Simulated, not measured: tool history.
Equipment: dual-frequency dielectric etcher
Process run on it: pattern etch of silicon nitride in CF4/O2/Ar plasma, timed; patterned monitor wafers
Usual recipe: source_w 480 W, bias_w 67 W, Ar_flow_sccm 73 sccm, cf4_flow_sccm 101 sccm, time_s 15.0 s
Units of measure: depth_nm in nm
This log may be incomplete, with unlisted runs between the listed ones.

run   hour  source_w  bias_w  Ar_flow_sccm  cf4_flow_sccm  time_s  wafers since the last listed run  hours since the last wet clean  hours since the last source power generator calibration  hours since the last bias power generator calibration  hours since the last Ar flow controller change  hours since the last CF4 flow controller change  hours since the last upper electrode change  hours since the gauge calibration  read-back reference wafer on the same gauge, depth_nm  depth_nm
  1    0.0       480      67            73            101    12.5                                 0                            99.4                                                   2240.9                                                 3309.8                                          3189.7                                           1640.1                                       4872.5                               39.9                                                  25.91     25.67
  2   37.2       480      67            73            101    12.5                               416                           136.6                                                   2278.1                                                 3347.0                                          3226.9                                           1677.3                                       4909.7                               77.1                                                  25.82     26.05
  3   78.7       480      67            73            101    12.5                               464                           178.1                                                   2319.6                                                 3388.5                                          3268.4                                           1718.8                                       4951.2                              118.6                                                  25.88     26.13
  4  248.2       480      74            73            101    15.0                              1898                           347.6                                                   2489.1                                                 3558.0                                          3437.9                                           1888.3                                       5120.7                              288.1                                                  25.93     33.47
     281.3  -- Ar flow controller replaced
     296.3  -- CF4 flow controller replaced
  5  300.0       480      55            73            101    15.0                               445                           399.4                                                   2540.9                                                 3609.8                                            18.7                                              3.7                                       5172.5                              339.9                                                  25.91     28.52
     339.7  -- wet clean of the chamber
  6  355.7       480      67            73            101    15.0                               355                            16.0                                                   2596.6                                                 3665.5                                            74.4                                             59.4                                       5228.2                              395.6                                                  25.98     30.91
  7  390.9       480      67            73            101    15.0                               394                            51.2                                                   2631.8                                                 3700.7                                           109.6                                             94.6                                       5263.4                              430.8                                                  25.95     31.10
  8  424.7       480      67            73            101    19.5                               378                            85.0                                                   2665.6                                                 3734.5                                           143.4                                            128.4                                       5297.2                              464.6                                                  25.89     40.34
  9  479.3       480      67            73            101    15.0                               611                           139.6                                                   2720.2                                                 3789.1                                           198.0                                            183.0                                       5351.8                              519.2                                                  25.91     31.22
 10  520.1       480      67            73            101    12.5                               456                           180.4                                                   2761.0                                                 3829.9                                           238.8                                            223.8                                       5392.6                              560.0                                                  25.88     26.13
     548.5  -- upper electrode replaced, of another model than before
     550.4  -- bias power generator calibrated
     608.9  -- gauge calibrated
     684.9  -- source power generator calibrated
 11  732.5       480      67            73            101    15.0                              2044                           392.8                                                     47.6                                                  182.1                                           451.2                                            436.2                                        184.0                              123.6                                                  25.85     32.12
 12  781.2       480      67            73            101    16.0                               545                           441.5                                                     96.3                                                  230.8                                           499.9                                            484.9                                        232.7                              172.3                                                  25.96     34.37
     856.4  -- wet clean of the chamber
 13  856.9       580      50            61            116    15.0                               579                             0.5                                                    172.0                                                  306.5                                           575.6                                            560.6                                        308.4                              248.0                                                  25.87     26.91
 14  884.4       560      67            73            101    15.0                               307                            28.0                                                    199.5                                                  334.0                                           603.1                                            588.1                                        335.9                              275.5                                                  25.82     33.48

Give the tool's hidden conditions for every run:
source power that arrives over what is set, %: 0 in every run
bias power that arrives over what is set, %: 0 in every run
Ar flow that arrives over what is set, %: 0 in every run
CF4 flow that arrives over what is set, %: 0 in every run
gauge reads high (%): 0 in every run
H1: etch rate over this chamber's usual, %
run      H1
  1   0.933
  2    1.33
  3    1.78
  4     3.6
  5    4.16
  6   0.211
  7   0.589
  8   0.953
  9    1.54
 10    1.98
 11    4.27
 12    4.79
 13   -0.66
 14  -0.363
